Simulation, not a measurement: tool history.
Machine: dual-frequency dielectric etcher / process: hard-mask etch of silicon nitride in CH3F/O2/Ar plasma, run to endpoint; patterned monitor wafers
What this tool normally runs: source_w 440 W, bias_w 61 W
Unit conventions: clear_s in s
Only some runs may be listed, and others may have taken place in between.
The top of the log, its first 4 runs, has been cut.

| run | hour | source_w | bias_w | incoming incoming film thickness, nm | clear_s |
|---|---|---|---|---|---|
| 5 | 521.4 | 440 | 72 | 29.43 | 38.5 |
| 6 | 605.4 | 440 | 61 | 29.42 | 42 |
| 7 | 681.1 | 440 | 61 | 29.61 | 42.7 |
| 8 | 733.8 | 440 | 61 | 29.51 | 42.8 |
|  | 771.9 | upper electrode replaced |
| 9 | 787.3 | 440 | 61 | 29.7 | 43.5 |
| 10 | 836.4 | 500 | 61 | 29.79 | 41.8 |
|  | 871 | source power generator calibrated |
| 11 | 874.4 | 440 | 61 | 29.71 | 43.1 |
|  | 912.9 | wet clean of the chamber |
| 12 | 1093.1 | 440 | 61 | 29.56 | 42.3 |
| 13 | 1140.7 | 420 | 61 | 29.48 | 42.8 |
| 14 | 1238.8 | 440 | 66 | 29.57 | 41.4 |
| 15 | 1306.6 | 440 | 61 | 29.56 | 43.3 |
| 16 | 1374.9 | 400 | 61 | 29.75 | 45.2 |
| 17 | 1476.6 | 440 | 68 | 29.6 | 42.1 |
| 18 | 1574.1 | 520 | 67 | 29.58 | 40.2 |
| 19 | 1611 | 400 | 67 | 29.67 | 44.3 |
|  | 1637.1 | wet clean of the chamber |
| 20 | 1660.1 | 540 | 70 | 29.32 | 36.4 |
| 21 | 1699.7 | 370 | 68 | 29.61 | 42.3 |
| 22 | 1756.7 | 350 | 56 | 30.09 | 48.3 |
|  | 1793.8 | bias power generator calibrated |
| 23 | 1837.9 | 350 | 61 | 29.51 | 45.4 |
| 24 | 1911 | 440 | 56 | 29.53 | 43.4 |

Estimate the outcome of run 25 from the log above:
| 25 | 2002.4 | 410 | 55 | 29.53 | ? |

Run 25 yielded clear_s 45.3 s.
Take away the tool's hidden state, keep the run-to-run variation as it was, and the same run would have given clear_s 44.2 s.
